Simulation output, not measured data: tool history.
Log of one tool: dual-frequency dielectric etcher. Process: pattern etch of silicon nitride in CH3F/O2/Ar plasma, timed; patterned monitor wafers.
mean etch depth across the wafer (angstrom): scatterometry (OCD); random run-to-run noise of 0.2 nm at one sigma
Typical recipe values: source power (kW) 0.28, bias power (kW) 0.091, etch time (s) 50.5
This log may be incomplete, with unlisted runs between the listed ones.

run   hour  source power (kW)  bias power (kW)  etch time (s)  read-back reference wafer on the same gauge, depth_nm  mean etch depth across the wafer (angstrom)
  1      0               0.28            0.107           50.5                                                  27.84                                        344.9
  2    6.8               0.28            0.091           50.5                                                  27.77                                        316.5
      45.6  -- gauge calibrated
  3     58               0.23            0.091           50.5                                                  27.82                                        298.3
  4     71               0.23            0.091           50.5                                                  27.84                                          297
  5   81.9               0.23            0.091           50.5                                                  27.77                                        298.9
      89.5  -- source power generator calibrated
  6   96.5               0.28            0.091           50.5                                                  27.75                                        310.8
  7  107.6               0.28            0.091           50.5                                                  27.77                                        311.4
  8  119.3               0.28            0.091           50.5                                                  27.81                                        314.3
  9  136.9               0.28            0.074             42                                                  27.87                                        227.9
 10  148.8               0.28            0.091           50.5                                                  27.81                                        310.6
 11  156.7               0.28            0.091           50.5                                                  27.77                                        309.6
 12  168.8               0.25            0.091             57                                                  27.84                                        342.2
 13  184.4               0.28            0.091             62                                                  27.78                                        383.7
     214.2  -- upper electrode replaced
     229.2  -- wet clean of the chamber
 14  229.7               0.32            0.111           50.5                                                   27.8                                        382.4
 15    230               0.28            0.091           50.5                                                  27.81                                        324.6
 16  230.4               0.35            0.091             45                                                  27.76                                        311.4
 17  230.7               0.28            0.069           43.5                                                  27.78                                        238.5
 18  237.7               0.28            0.091           50.5                                                   27.8                                        326.1
     249.2  -- bias power generator calibrated
 19  252.8               0.28            0.091           50.5                                                   27.8                                        322.2
 20  259.8               0.25            0.091           50.5                                                  27.82                                        314.8
 21  270.6               0.21            0.091           50.5                                                  27.87                                        301.8
 22    277               0.28            0.098           50.5                                                  27.82                                        343.5
 23    293               0.28            0.091           50.5                                                  27.79                                        325.8
 24  302.6                0.3            0.103           60.5                                                  27.79                                        423.7
 25  310.9               0.28            0.091           45.5                                                   27.8                                        291.9
 26    340               0.28            0.091           50.5                                                   27.8                                        326.5
 27    387               0.22            0.076           50.5                                                  27.79                                        264.1
 28  397.5               0.33             0.11           58.5                                                  27.83                                        431.7
 29  412.1               0.33            0.091             57                                                  27.82                                        375.4
 30  421.6               0.28            0.073           45.5                                                  27.76                                        250.6

4 ways to go on from here, each from the tool as it stands after run 30. What would each give?
  A   422               0.28            0.101           50.5                                                      ?                                            ?
  B   422               0.22            0.071           42.5                                                      ?                                            ?
  C   422               0.28            0.072           50.5                                                      ?                                            ?
  D   422               0.28            0.085             60                                                      ?                                            ?

run  read-back reference wafer on the same gauge, depth_nm  mean etch depth across the wafer (angstrom)
  A                                                  27.78                                        334.7
  B                                                  27.78                                        212.3
  C                                                  27.78                                        272.7
  D                                                  27.78                                        359.4
Had the tool no hidden state, the same runs would have come out as:
run  mean etch depth across the wafer (angstrom)
  A                                        343.2
  B                                        217.7
  C                                        279.7
  D                                        368.6
